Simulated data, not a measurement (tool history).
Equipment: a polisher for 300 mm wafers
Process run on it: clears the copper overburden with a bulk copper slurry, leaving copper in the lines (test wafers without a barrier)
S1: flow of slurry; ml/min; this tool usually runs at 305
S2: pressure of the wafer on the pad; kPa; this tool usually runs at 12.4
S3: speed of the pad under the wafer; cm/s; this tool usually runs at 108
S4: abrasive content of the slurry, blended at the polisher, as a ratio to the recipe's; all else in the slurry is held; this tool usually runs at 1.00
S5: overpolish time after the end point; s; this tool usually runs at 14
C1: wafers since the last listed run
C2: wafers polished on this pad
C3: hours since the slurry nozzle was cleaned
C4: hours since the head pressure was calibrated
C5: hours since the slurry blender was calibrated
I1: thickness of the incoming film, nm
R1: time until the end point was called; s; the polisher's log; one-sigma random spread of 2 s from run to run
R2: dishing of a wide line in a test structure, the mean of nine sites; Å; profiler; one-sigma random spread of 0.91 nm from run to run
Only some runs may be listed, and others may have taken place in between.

{"run": 1, "hour": 0.0, "S1": 305, "S2": 14.5, "S3": 108, "S4": 1.0, "S5": 20, "C1": 0, "C2": 2864, "C3": 467.3, "C4": 222.5, "C5": 78.6, "I1": 618.7, "R1": 88.3, "R2": 921}
{"hour": 1.8, "done": "slurry nozzle cleaned"}
{"hour": 67.2, "done": "worn pad replaced by a new one"}
{"run": 2, "hour": 79.7, "S1": 305, "S2": 12.4, "S3": 108, "S4": 1.0, "S5": 14, "C1": 876, "C2": 146, "C3": 77.9, "C4": 302.2, "C5": 158.3, "I1": 628.4, "R1": 98.7, "R2": 643}
{"hour": 169.5, "done": "head pressure recalibrated"}
{"run": 3, "hour": 186.1, "S1": 305, "S2": 12.4, "S3": 108, "S4": 1.0, "S5": 14, "C1": 1224, "C2": 1370, "C3": 184.3, "C4": 16.6, "C5": 264.7, "I1": 630.4, "R1": 106.8, "R2": 589}
{"hour": 269.9, "done": "slurry blender recalibrated"}
{"run": 4, "hour": 286.2, "S1": 305, "S2": 12.4, "S3": 108, "S4": 1.0, "S5": 14, "C1": 1150, "C2": 2521, "C3": 284.4, "C4": 116.7, "C5": 16.3, "I1": 622.6, "R1": 103.2, "R2": 608}
{"run": 5, "hour": 372.5, "S1": 305, "S2": 12.4, "S3": 108, "S4": 1.0, "S5": 14, "C1": 1012, "C2": 3533, "C3": 370.7, "C4": 203.0, "C5": 102.6, "I1": 634.7, "R1": 112.2, "R2": 580}
{"hour": 380.9, "done": "slurry nozzle cleaned"}
{"run": 6, "hour": 414.8, "S1": 305, "S2": 12.4, "S3": 108, "S4": 1.0, "S5": 14, "C1": 484, "C2": 4018, "C3": 33.9, "C4": 245.3, "C5": 144.9, "I1": 637.7, "R1": 112.5, "R2": 583}
{"hour": 433.8, "done": "worn pad replaced by a new one"}
{"run": 7, "hour": 522.5, "S1": 305, "S2": 12.4, "S3": 108, "S4": 1.0, "S5": 14, "C1": 1216, "C2": 1040, "C3": 141.6, "C4": 353.0, "C5": 252.6, "I1": 634.8, "R1": 99.9, "R2": 635}
{"run": 8, "hour": 564.2, "S1": 305, "S2": 12.4, "S3": 80, "S4": 1.15, "S5": 14, "C1": 489, "C2": 1529, "C3": 183.3, "C4": 394.7, "C5": 294.3, "I1": 620.9, "R1": 121.6, "R2": 537}
{"hour": 606.2, "done": "head pressure recalibrated"}
{"hour": 632.8, "done": "slurry blender recalibrated"}
{"run": 9, "hour": 638.7, "S1": 305, "S2": 12.4, "S3": 108, "S4": 1.0, "S5": 14, "C1": 826, "C2": 2356, "C3": 257.8, "C4": 32.5, "C5": 5.9, "I1": 629.5, "R1": 107.1, "R2": 586}
{"run": 10, "hour": 738.6, "S1": 305, "S2": 12.4, "S3": 108, "S4": 1.0, "S5": 14, "C1": 1171, "C2": 3528, "C3": 357.7, "C4": 132.4, "C5": 105.8, "I1": 625.1, "R1": 110.8, "R2": 587}
{"hour": 764.6, "done": "worn pad replaced by a new one"}
{"run": 11, "hour": 821.8, "S1": 305, "S2": 12.4, "S3": 130, "S4": 1.0, "S5": 14, "C1": 928, "C2": 670, "C3": 440.9, "C4": 215.6, "C5": 189.0, "I1": 632.3, "R1": 86.9, "R2": 691}
{"hour": 834.8, "done": "slurry nozzle cleaned"}
{"run": 12, "hour": 867.4, "S1": 250, "S2": 15.9, "S3": 108, "S4": 0.8, "S5": 7, "C1": 523, "C2": 1193, "C3": 32.6, "C4": 261.2, "C5": 234.6, "I1": 625.8, "R1": 82.0, "R2": 424}
{"run": 13, "hour": 929.4, "S1": 305, "S2": 12.4, "S3": 108, "S4": 1.0, "S5": 14, "C1": 727, "C2": 1920, "C3": 94.6, "C4": 323.2, "C5": 296.6, "I1": 627.2, "R1": 102.0, "R2": 626}
{"run": 14, "hour": 998.5, "S1": 360, "S2": 12.4, "S3": 108, "S4": 1.0, "S5": 10, "C1": 810, "C2": 2731, "C3": 163.7, "C4": 392.3, "C5": 365.7, "I1": 622.1, "R1": 102.8, "R2": 483}
{"hour": 1012.3, "done": "slurry blender recalibrated"}
{"hour": 1045.4, "done": "head pressure recalibrated"}
{"run": 15, "hour": 1045.9, "S1": 305, "S2": 12.4, "S3": 108, "S4": 1.0, "S5": 14, "C1": 509, "C2": 3240, "C3": 211.1, "C4": 0.5, "C5": 33.6, "I1": 626.9, "R1": 111.4, "R2": 578}
{"hour": 1091.9, "done": "worn pad replaced by a new one"}
{"run": 16, "hour": 1104.8, "S1": 305, "S2": 12.4, "S3": 108, "S4": 1.25, "S5": 14, "C1": 643, "C2": 151, "C3": 270.0, "C4": 59.4, "C5": 92.5, "I1": 624.0, "R1": 98.8, "R2": 638}
{"run": 17, "hour": 1206.6, "S1": 305, "S2": 12.4, "S3": 108, "S4": 1.0, "S5": 14, "C1": 1194, "C2": 1345, "C3": 371.8, "C4": 161.2, "C5": 194.3, "I1": 633.5, "R1": 98.6, "R2": 648}
{"hour": 1313.2, "done": "slurry nozzle cleaned"}
{"hour": 1384.9, "done": "slurry blender recalibrated"}
{"hour": 1430.6, "done": "head pressure recalibrated"}
{"hour": 1474.0, "done": "worn pad replaced by a new one"}
{"run": 18, "hour": 1512.3, "S1": 245, "S2": 12.4, "S3": 88, "S4": 1.15, "S5": 7, "C1": 3480, "C2": 449, "C3": 199.1, "C4": 81.7, "C5": 127.4, "I1": 637.5, "R1": 127.1, "R2": 288}
{"run": 19, "hour": 1615.0, "S1": 305, "S2": 14.5, "S3": 108, "S4": 1.0, "S5": 7, "C1": 1204, "C2": 1654, "C3": 301.8, "C4": 184.4, "C5": 230.1, "I1": 631.2, "R1": 88.7, "R2": 400}
{"run": 20, "hour": 1682.4, "S1": 305, "S2": 12.4, "S3": 108, "S4": 0.85, "S5": 14, "C1": 790, "C2": 2444, "C3": 369.2, "C4": 251.8, "C5": 297.5, "I1": 626.7, "R1": 109.2, "R2": 608}
{"hour": 1760.0, "done": "slurry nozzle cleaned"}
{"run": 21, "hour": 1768.4, "S1": 205, "S2": 12.4, "S3": 140, "S4": 1.0, "S5": 14, "C1": 997, "C2": 3441, "C3": 8.4, "C4": 337.8, "C5": 383.5, "I1": 630.6, "R1": 89.9, "R2": 677}

Run 22, settings as shown, results not yet in. Your forecast:
{"hour": 1789.2, "done": "slurry blender recalibrated"}
{"hour": 1798.1, "done": "head pressure recalibrated"}
{"hour": 1817.9, "done": "worn pad replaced by a new one"}
{"run": 22, "hour": 1825.9, "S1": 250, "S2": 15.9, "S3": 108, "S4": 0.8, "S5": 7, "C1": 580, "C2": 93, "C3": 65.9, "C4": 27.8, "C5": 36.7, "I1": 631.2, "R1": "?", "R2": "?"}

{"run 22": {"R1": 88.9, "R2": 424}}
Take away the tool's hidden state, keep the run-to-run variation as it was, and the same run would have given R1 90.3 s, R2 418 Å.
